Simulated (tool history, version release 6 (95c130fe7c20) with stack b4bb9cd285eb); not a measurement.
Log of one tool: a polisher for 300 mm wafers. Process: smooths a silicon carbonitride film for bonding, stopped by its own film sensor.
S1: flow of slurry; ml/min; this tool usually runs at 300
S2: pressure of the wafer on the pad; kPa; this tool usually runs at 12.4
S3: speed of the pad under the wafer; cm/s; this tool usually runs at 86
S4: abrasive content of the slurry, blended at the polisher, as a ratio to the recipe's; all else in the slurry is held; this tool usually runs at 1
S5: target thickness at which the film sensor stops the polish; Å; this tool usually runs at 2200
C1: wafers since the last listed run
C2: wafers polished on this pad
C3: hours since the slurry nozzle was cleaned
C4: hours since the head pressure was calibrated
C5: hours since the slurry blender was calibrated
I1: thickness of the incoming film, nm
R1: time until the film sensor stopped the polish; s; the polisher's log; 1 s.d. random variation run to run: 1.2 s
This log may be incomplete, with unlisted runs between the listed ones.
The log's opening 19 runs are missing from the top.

Run 20, hour 259.9: usual settings; C1 89; C2 399; C3 167.7; C4 102.4; C5 81; I1 240.3. Result: R1 85.1 s.
Run 21, hour 267.6: usual settings but S4 0.75; C1 65; C2 465; C3 175.4; C4 110.1; C5 88.7; I1 238.1. Result: R1 88.1 s.
Run 22, hour 284.9: usual settings but S1 220 ml/min, S2 11 kPa, S3 72 cm/s, S4 1.2; C1 147; C2 613; C3 192.7; C4 127.4; C5 106; I1 241.6. Result: R1 113.5 s.
Run 23, hour 299.6: usual settings; C1 125; C2 738; C3 207.4; C4 142.1; C5 120.7; I1 241.6. Result: R1 92.6 s.
Run 24, hour 307: usual settings but S1 265 ml/min, S2 13.8 kPa; C1 63; C2 801; C3 214.8; C4 149.5; C5 128.1; I1 241.4. Result: R1 79.6 s.
Run 25, hour 316.8: usual settings but S1 330 ml/min; C1 83; C2 885; C3 224.6; C4 159.3; C5 137.9; I1 242. Result: R1 90.7 s.
Run 26, hour 331.3: usual settings; C1 123; C2 1008; C3 239.1; C4 173.8; C5 152.4; I1 236.4. Result: R1 71.1 s.
Run 27, hour 341.8: usual settings; C1 89; C2 1098; C3 249.6; C4 184.3; C5 162.9; I1 243.4. Result: R1 98.2 s.
Run 28, hour 354.1: usual settings but S4 0.7, S5 2230 Å; C1 104; C2 1203; C3 261.9; C4 196.6; C5 175.2; I1 235.4. Result: R1 62.6 s.
At hour 356.3: slurry blender recalibrated.
Run 29, hour 366.6: usual settings but S1 395 ml/min, S3 64 cm/s, S4 1.2, S5 2220 Å; C1 89; C2 1292; C3 274.4; C4 209.1; C5 10.3; I1 239.7. Result: R1 85.2 s.
Run 30, hour 382.8: usual settings but S1 395 ml/min, S3 64 cm/s, S4 1.2, S5 2220 Å; C1 138; C2 1430; C3 290.6; C4 225.3; C5 26.5; I1 243.4. Result: R1 101.6 s.

Here are 4 independent what-if runs from the current tool condition. What would each one return?
Run A, hour 383.3: usual settings; C1 4; C2 1435; C3 291.1; C4 225.8; C5 27; I1 240.3. Result: R1 ?.
Run B, hour 383.3: usual settings but S1 220 ml/min; C1 4; C2 1435; C3 291.1; C4 225.8; C5 27; I1 240.3. Result: R1 ?.
Run C, hour 383.3: usual settings but S2 15.2 kPa; C1 4; C2 1435; C3 291.1; C4 225.8; C5 27; I1 240.3. Result: R1 ?.
Run D, hour 383.3: usual settings but S2 9.7 kPa; C1 4; C2 1435; C3 291.1; C4 225.8; C5 27; I1 240.3. Result: R1 ?.

run     R1
  A   84.3
  B   87.4
  C     69
  D  108.4
What these runs would have given with no unlogged condition in the tool:
run     R1
  A   84.3
  B   87.4
  C     69
  D  108.4
